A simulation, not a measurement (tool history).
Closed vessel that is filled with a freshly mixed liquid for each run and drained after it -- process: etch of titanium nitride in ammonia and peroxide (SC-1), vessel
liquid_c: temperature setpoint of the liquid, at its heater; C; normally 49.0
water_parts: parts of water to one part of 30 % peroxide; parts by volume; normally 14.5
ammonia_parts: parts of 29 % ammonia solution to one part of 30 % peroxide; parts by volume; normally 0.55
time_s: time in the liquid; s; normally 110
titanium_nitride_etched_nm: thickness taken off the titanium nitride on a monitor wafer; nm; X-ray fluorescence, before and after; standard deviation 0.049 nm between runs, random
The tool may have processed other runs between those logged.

run	hour	liquid_c	water_parts	ammonia_parts	time_s	read-back film thickness of the titanium nitride reference wafer, read on the same gauge (nm)	titanium_nitride_etched_nm
1	0.0	49.0	14.5	0.55	110	120.02	5.49
2	15.3	49.0	14.5	0.55	110	119.98	5.55
3	26.9	49.0	14.5	0.55	110	120.02	5.52
4	36.3	49.0	14.5	0.55	110	119.96	5.40
5	49.1	42.5	14.5	0.55	110	120.00	3.37
6	59.5	49.0	14.5	0.55	110	120.03	5.45
7	75.4	49.0	14.5	0.75	110	119.99	5.65
8	90.3	49.0	14.5	0.75	110	120.01	5.70
# hour 91.4: ammonia flow meter replaced
9	97.2	49.0	14.5	0.55	110	119.97	5.32
10	104.5	49.0	14.5	0.55	65	119.99	3.16
# hour 105.0: gauge calibrated
11	118.1	43.5	19.5	0.35	155	119.99	4.00
12	131.8	44.5	18.0	0.55	45	120.00	1.40
13	141.4	49.0	14.5	0.75	60	120.00	3.10
14	157.2	53.5	20.0	0.55	165	120.02	9.23
15	170.2	56.5	14.5	0.35	110	120.00	8.29
# hour 181.7: new drum of ammonia solution connected
16	186.1	49.0	14.5	0.55	110	119.99	5.34
# hour 198.2: thermometer replaced
17	198.7	49.0	18.5	0.55	110	120.04	5.51
18	211.6	49.0	14.5	0.55	60	119.97	3.47
19	225.7	40.0	14.5	0.25	110	120.05	2.88
20	241.5	49.0	14.5	0.55	110	119.97	6.37
21	248.0	53.0	16.5	0.35	145	120.03	9.41
22	262.2	49.0	14.5	0.55	110	119.99	6.35
23	299.8	49.0	14.5	0.55	60	120.03	3.39
24	308.0	49.0	16.5	0.40	165	120.02	8.27
25	324.3	56.0	9.0	0.70	165	119.98	20.26
26	339.6	49.0	14.5	0.40	160	120.01	8.60
27	352.2	46.5	14.5	0.55	110	119.96	5.19
28	365.3	49.0	17.0	0.45	90	119.99	4.50
29	382.5	49.0	14.5	0.55	110	120.01	6.21

Consider 3 possible next runs. They are alternatives, not a sequence: every one starts from the tool as it was left by run 29. What does each give?
A	383.2	49.0	14.5	0.55	110	?	?
B	383.2	49.0	19.5	0.65	110	?	?
C	383.2	49.0	12.5	0.55	140	?	?

run	read-back film thickness of the titanium nitride reference wafer, read on the same gauge (nm)	titanium_nitride_etched_nm
A	120.03	6.22
B	120.03	5.45
C	120.03	8.57
Stripped of hidden state, with their random variation kept, the same runs would have yielded:
run	titanium_nitride_etched_nm
A	6.39
B	5.60
C	8.81
